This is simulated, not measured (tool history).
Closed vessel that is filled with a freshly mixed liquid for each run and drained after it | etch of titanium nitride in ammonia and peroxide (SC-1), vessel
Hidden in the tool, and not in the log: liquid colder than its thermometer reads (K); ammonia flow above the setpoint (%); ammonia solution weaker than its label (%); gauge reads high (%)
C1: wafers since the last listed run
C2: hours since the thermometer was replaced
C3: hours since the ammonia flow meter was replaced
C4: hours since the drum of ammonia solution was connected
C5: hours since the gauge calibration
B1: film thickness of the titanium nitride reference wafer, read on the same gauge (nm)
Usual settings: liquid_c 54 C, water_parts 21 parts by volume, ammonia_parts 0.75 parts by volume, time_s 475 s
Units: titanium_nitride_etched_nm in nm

run 1 hour=0 | liquid_c=49.5 water_parts=21 ammonia_parts=0.75 time_s=680 | C1=0 C2=826.8 C3=1793.9 C4=930.2 C5=3648.3 | B1=80 | titanium_nitride_etched_nm=57.28
run 2 hour=40.1 | liquid_c=54 water_parts=21 ammonia_parts=0.75 time_s=475 | C1=2928 C2=866.9 C3=1834 C4=970.3 C5=3688.4 | B1=79.99 | titanium_nitride_etched_nm=54.48
run 3 hour=125.5 | liquid_c=54 water_parts=21 ammonia_parts=0.75 time_s=475 | C1=6237 C2=952.3 C3=1919.4 C4=1055.7 C5=3773.8 | B1=80.01 | titanium_nitride_etched_nm=54.47
run 4 hour=203.9 | liquid_c=59 water_parts=21 ammonia_parts=0.75 time_s=475 | C1=5726 C2=1030.7 C3=1997.8 C4=1134.1 C5=3852.2 | B1=80.03 | titanium_nitride_etched_nm=77.63
-- hour=266.2 new drum of ammonia solution connected
-- hour=283.3 gauge calibrated
run 5 hour=295.1 | liquid_c=59 water_parts=21 ammonia_parts=0.75 time_s=475 | C1=6587 C2=1121.9 C3=2089 C4=28.9 C5=11.8 | B1=80.01 | titanium_nitride_etched_nm=76.08
run 6 hour=367.2 | liquid_c=50.5 water_parts=21 ammonia_parts=0.75 time_s=475 | C1=5265 C2=1194 C3=2161.1 C4=101 C5=83.9 | B1=80 | titanium_nitride_etched_nm=43.35
-- hour=417.1 thermometer replaced
-- hour=513.2 ammonia flow meter replaced
run 7 hour=514.9 | liquid_c=50.5 water_parts=21 ammonia_parts=0.75 time_s=475 | C1=10641 C2=97.8 C3=1.7 C4=248.7 C5=231.6 | B1=80.02 | titanium_nitride_etched_nm=42.22
run 8 hour=607.4 | liquid_c=54 water_parts=21 ammonia_parts=0.75 time_s=475 | C1=6755 C2=190.3 C3=94.2 C4=341.2 C5=324.1 | B1=79.99 | titanium_nitride_etched_nm=54.04
run 9 hour=684.8 | liquid_c=54 water_parts=21 ammonia_parts=0.75 time_s=475 | C1=5653 C2=267.7 C3=171.6 C4=418.6 C5=401.5 | B1=80 | titanium_nitride_etched_nm=53.95
run 10 hour=724.9 | liquid_c=54 water_parts=21 ammonia_parts=0.75 time_s=475 | C1=2928 C2=307.8 C3=211.7 C4=458.7 C5=441.6 | B1=79.99 | titanium_nitride_etched_nm=54.12
run 11 hour=790.7 | liquid_c=54 water_parts=21 ammonia_parts=0.5 time_s=475 | C1=4805 C2=373.6 C3=277.5 C4=524.5 C5=507.4 | B1=80 | titanium_nitride_etched_nm=49.92
run 12 hour=861 | liquid_c=54 water_parts=21 ammonia_parts=0.75 time_s=475 | C1=5134 C2=443.9 C3=347.8 C4=594.8 C5=577.7 | B1=80 | titanium_nitride_etched_nm=53.85
run 13 hour=966 | liquid_c=54 water_parts=21 ammonia_parts=0.75 time_s=475 | C1=7668 C2=548.9 C3=452.8 C4=699.8 C5=682.7 | B1=79.97 | titanium_nitride_etched_nm=53.97
run 14 hour=1071.5 | liquid_c=54 water_parts=24.5 ammonia_parts=1.05 time_s=475 | C1=7705 C2=654.4 C3=558.3 C4=805.3 C5=788.2 | B1=79.99 | titanium_nitride_etched_nm=52.64
-- hour=1346.1 new drum of ammonia solution connected
run 15 hour=1367.3 | liquid_c=54 water_parts=21 ammonia_parts=0.55 time_s=250 | C1=21531 C2=950.2 C3=854.1 C4=21.2 C5=1084 | B1=80 | titanium_nitride_etched_nm=27.15
run 16 hour=1433.1 | liquid_c=54 water_parts=21 ammonia_parts=0.75 time_s=475 | C1=4805 C2=1016 C3=919.9 C4=87 C5=1149.8 | B1=80.01 | titanium_nitride_etched_nm=54.32

Forecast run 17:
run 17 hour=1508.4 | liquid_c=54 water_parts=21 ammonia_parts=0.75 time_s=475 | C1=5499 C2=1091.3 C3=995.2 C4=162.3 C5=1225.1 | B1=? | titanium_nitride_etched_nm=?

B1: 80.02
titanium_nitride_etched_nm: 54.38 nm
Without the tool's hidden state the same run would have given titanium_nitride_etched_nm 53.88 nm.

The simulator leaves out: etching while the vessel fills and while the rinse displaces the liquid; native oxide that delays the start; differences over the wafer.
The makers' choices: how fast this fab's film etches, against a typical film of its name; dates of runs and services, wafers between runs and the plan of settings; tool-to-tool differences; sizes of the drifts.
